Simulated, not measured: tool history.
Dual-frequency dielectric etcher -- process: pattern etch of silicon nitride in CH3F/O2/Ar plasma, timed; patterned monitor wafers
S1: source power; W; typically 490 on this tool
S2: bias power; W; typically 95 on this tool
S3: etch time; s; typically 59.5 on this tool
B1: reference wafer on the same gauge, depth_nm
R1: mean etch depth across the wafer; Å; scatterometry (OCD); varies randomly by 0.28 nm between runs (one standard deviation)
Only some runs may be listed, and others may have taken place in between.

run,hour,S1,S2,S3,B1,R1
1,0.0,490,95,59.5,48.47,508.4
2,19.2,490,95,59.5,48.46,500.5
3,53.9,490,95,59.5,48.50,506.9
4,67.2,490,95,59.5,48.52,511.9
# hour 75.8: gauge calibrated
5,86.5,490,88,65.0,48.56,542.0
6,111.9,490,88,65.0,48.49,547.7
7,144.1,490,88,65.0,48.46,548.8
8,166.1,490,95,59.5,48.43,516.0
9,196.5,490,95,59.5,48.50,511.2
10,221.2,490,95,59.5,48.58,513.6
11,248.5,490,95,59.5,48.57,518.0
# hour 269.9: bias power generator calibrated
12,270.6,490,95,59.5,48.58,519.8
# hour 303.6: upper electrode replaced, of another model than before
13,304.1,570,95,53.0,48.41,477.5
14,323.7,490,95,75.0,48.43,655.8
15,358.1,490,86,68.0,48.53,579.8
# hour 389.0: gauge calibrated
# hour 403.0: wet clean of the chamber
16,403.5,490,95,42.0,48.51,356.5
# hour 408.8: source power generator calibrated
17,410.4,430,87,68.5,48.48,555.8
18,435.7,490,109,59.5,48.60,521.0

Run 19 comes next. What will it give?
19,471.9,380,109,59.5,?,?

B1: 48.54
R1: 492.7 Å
With no hidden state in the tool, this same run would have given R1 489.6 Å.
